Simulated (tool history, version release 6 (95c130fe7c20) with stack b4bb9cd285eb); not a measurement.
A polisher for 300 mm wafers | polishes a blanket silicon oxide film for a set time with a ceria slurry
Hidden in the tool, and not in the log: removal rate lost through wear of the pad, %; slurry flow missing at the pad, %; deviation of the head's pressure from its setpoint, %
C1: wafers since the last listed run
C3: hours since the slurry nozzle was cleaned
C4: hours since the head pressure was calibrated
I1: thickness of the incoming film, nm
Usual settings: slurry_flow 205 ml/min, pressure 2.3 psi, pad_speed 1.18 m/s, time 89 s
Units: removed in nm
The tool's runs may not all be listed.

Run 1, hour 0.0: usual settings; C1 0; wafers polished on this pad 166; C3 646.4; C4 200.2; I1 1787.7. Result: removed 350.7 nm.
Run 2, hour 30.4: usual settings; C1 289; wafers polished on this pad 455; C3 676.8; C4 230.6; I1 1752.1. Result: removed 351.2 nm.
Run 3, hour 64.1: usual settings; C1 320; wafers polished on this pad 776; C3 710.5; C4 264.3; I1 1760.6. Result: removed 349.8 nm.
Run 4, hour 95.7: usual settings; C1 300; wafers polished on this pad 1076; C3 742.1; C4 295.9; I1 1794.1. Result: removed 340.3 nm.
Run 5, hour 130.3: usual settings; C1 328; wafers polished on this pad 1405; C3 776.7; C4 330.5; I1 1784.8. Result: removed 356.2 nm.
Run 6, hour 162.9: usual settings; C1 309; wafers polished on this pad 1715; C3 809.3; C4 363.1; I1 1765.0. Result: removed 350.7 nm.
Run 7, hour 182.9: usual settings; C1 190; wafers polished on this pad 1905; C3 829.3; C4 383.1; I1 1756.8. Result: removed 349.5 nm.
Run 8, hour 218.6: usual settings; C1 339; wafers polished on this pad 2245; C3 865.0; C4 418.8; I1 1764.7. Result: removed 351.1 nm.
At hour 228.8: worn pad replaced by a new one.
Run 9, hour 234.9: usual settings; C1 116; wafers polished on this pad 57; C3 881.3; C4 435.1; I1 1775.7. Result: removed 345.3 nm.
Run 10, hour 261.7: usual settings; C1 254; wafers polished on this pad 312; C3 908.1; C4 461.9; I1 1764.7. Result: removed 347.4 nm.
Run 11, hour 292.2: usual settings; C1 290; wafers polished on this pad 602; C3 938.6; C4 492.4; I1 1798.1. Result: removed 355.1 nm.
Run 12, hour 316.9: usual settings but slurry_flow 245 ml/min; C1 234; wafers polished on this pad 837; C3 963.3; C4 517.1; I1 1768.2. Result: removed 354.2 nm.
Run 13, hour 331.1: usual settings but slurry_flow 255 ml/min; C1 135; wafers polished on this pad 972; C3 977.5; C4 531.3; I1 1804.9. Result: removed 361.9 nm.
Run 14, hour 345.5: usual settings but slurry_flow 255 ml/min; C1 136; wafers polished on this pad 1109; C3 991.9; C4 545.7; I1 1781.5. Result: removed 357.5 nm.
At hour 349.6: slurry nozzle cleaned.
Run 15, hour 395.4: usual settings but slurry_flow 255 ml/min; C1 464; wafers polished on this pad 1574; C3 45.8; C4 595.6; I1 1790.3. Result: removed 359.9 nm.
Run 16, hour 417.5: usual settings but pad_speed 1.28 m/s; C1 210; wafers polished on this pad 1784; C3 67.9; C4 617.7; I1 1755.9. Result: removed 373.4 nm.
Run 17, hour 433.9: usual settings but pad_speed 1.28 m/s; C1 155; wafers polished on this pad 1940; C3 84.3; C4 634.1; I1 1761.9. Result: removed 375.8 nm.
Run 18, hour 447.6: usual settings but pad_speed 1.28 m/s; C1 130; wafers polished on this pad 2070; C3 98.0; C4 647.8; I1 1781.3. Result: removed 374.1 nm.
At hour 451.8: worn pad replaced by a new one.
Run 19, hour 483.4: usual settings; C1 302; wafers polished on this pad 300; C3 133.8; C4 683.6; I1 1747.0. Result: removed 346.4 nm.
Run 20, hour 501.2: usual settings but slurry_flow 185 ml/min, pressure 1.6 psi; C1 169; wafers polished on this pad 469; C3 151.6; C4 701.4; I1 1778.3. Result: removed 241.1 nm.
Run 21, hour 516.0: usual settings but slurry_flow 265 ml/min, pad_speed 0.82 m/s; C1 140; wafers polished on this pad 610; C3 166.4; C4 716.2; I1 1775.7. Result: removed 253.8 nm.
Run 22, hour 543.7: usual settings but slurry_flow 225 ml/min, pressure 2.7 psi, pad_speed 1.54 m/s, time 78 s; C1 263; wafers polished on this pad 874; C3 194.1; C4 743.9; I1 1802.7. Result: removed 473.6 nm.
Run 23, hour 558.3: usual settings but pressure 2.7 psi, pad_speed 1.56 m/s, time 104 s; C1 138; wafers polished on this pad 1012; C3 208.7; C4 758.5; I1 1768.0. Result: removed 628.6 nm.
At hour 620.1: head pressure recalibrated.
Run 24, hour 666.2: usual settings but slurry_flow 230 ml/min, pressure 1.7 psi, pad_speed 1.44 m/s; C1 1006; wafers polished on this pad 2019; C3 316.6; C4 46.1; I1 1773.8. Result: removed 313.5 nm.
Run 25, hour 681.6: usual settings; C1 146; wafers polished on this pad 2166; C3 332.0; C4 61.5; I1 1750.0. Result: removed 349.7 nm.
Run 26, hour 695.8: usual settings but slurry_flow 185 ml/min, pressure 1.8 psi; C1 135; wafers polished on this pad 2301; C3 346.2; C4 75.7; I1 1740.1. Result: removed 263.1 nm.
At hour 704.5: worn pad replaced by a new one.
Run 27, hour 729.1: usual settings but pressure 2.5 psi, time 79 s; C1 278; wafers polished on this pad 233; C3 379.5; C4 109.0; I1 1757.0. Result: removed 328.1 nm.
Run 28, hour 756.5: usual settings but pad_speed 1.40 m/s, time 114 s; C1 260; wafers polished on this pad 494; C3 406.9; C4 136.4; I1 1762.8. Result: removed 526.7 nm.
Run 29, hour 789.2: usual settings but pad_speed 1.52 m/s, time 80 s; C1 310; wafers polished on this pad 805; C3 439.6; C4 169.1; I1 1787.5. Result: removed 400.9 nm.
Run 30, hour 815.7: usual settings but pressure 2.7 psi, time 119 s; C1 251; wafers polished on this pad 1057; C3 466.1; C4 195.6; I1 1767.4. Result: removed 554.4 nm.
Run 31, hour 839.2: usual settings but pad_speed 1.40 m/s, time 114 s; C1 223; wafers polished on this pad 1280; C3 489.6; C4 219.1; I1 1800.3. Result: removed 533.1 nm.
Run 32, hour 872.9: usual settings but pressure 2.1 psi; C1 320; wafers polished on this pad 1601; C3 523.3; C4 252.8; I1 1765.5. Result: removed 319.9 nm.
Run 33, hour 907.7: usual settings but slurry_flow 180 ml/min, pressure 3.0 psi, pad_speed 1.38 m/s, time 100 s; C1 330; wafers polished on this pad 1932; C3 558.1; C4 287.6; I1 1793.3. Result: removed 593.7 nm.
Run 34, hour 923.0: usual settings but time 79 s; C1 145; wafers polished on this pad 2077; C3 573.4; C4 302.9; I1 1774.8. Result: removed 320.1 nm.
Run 35, hour 957.0: usual settings but pressure 2.9 psi, time 101 s; C1 323; wafers polished on this pad 2400; C3 607.4; C4 336.9; I1 1754.1. Result: removed 500.9 nm.
At hour 964.2: worn pad replaced by a new one.
Run 36, hour 1051.1: usual settings but slurry_flow 265 ml/min, pad_speed 0.82 m/s; C1 856; wafers polished on this pad 825; C3 701.5; C4 431.0; I1 1786.3. Result: removed 248.9 nm.
Run 37, hour 1080.0: usual settings but pressure 2.6 psi, pad_speed 1.36 m/s, time 109 s; C1 274; wafers polished on this pad 1100; C3 730.4; C4 459.9; I1 1747.1. Result: removed 559.9 nm.
Run 38, hour 1112.6: usual settings but slurry_flow 175 ml/min, pad_speed 1.04 m/s, time 111 s; C1 309; wafers polished on this pad 1410; C3 763.0; C4 492.5; I1 1730.4. Result: removed 367.4 nm.

Forecast each of these 3 alternatives for the next run:
Run A, hour 1113.1: usual settings but slurry_flow 230 ml/min; C1 4; wafers polished on this pad 1415; C3 763.5; C4 493.0; I1 1771.8. Result: removed ?.
Run B, hour 1113.1: usual settings but slurry_flow 185 ml/min; C1 4; wafers polished on this pad 1415; C3 763.5; C4 493.0; I1 1771.8. Result: removed ?.
Run C, hour 1113.1: usual settings but slurry_flow 160 ml/min, pressure 2.9 psi, time 67 s; C1 4; wafers polished on this pad 1415; C3 763.5; C4 493.0; I1 1771.8. Result: removed ?.

run  removed
  A    356.7
  B    346.5
  C    321.3
Without the tool's hidden state the same runs would have given:
run  removed
  A    356.7
  B    346.5
  C    321.3
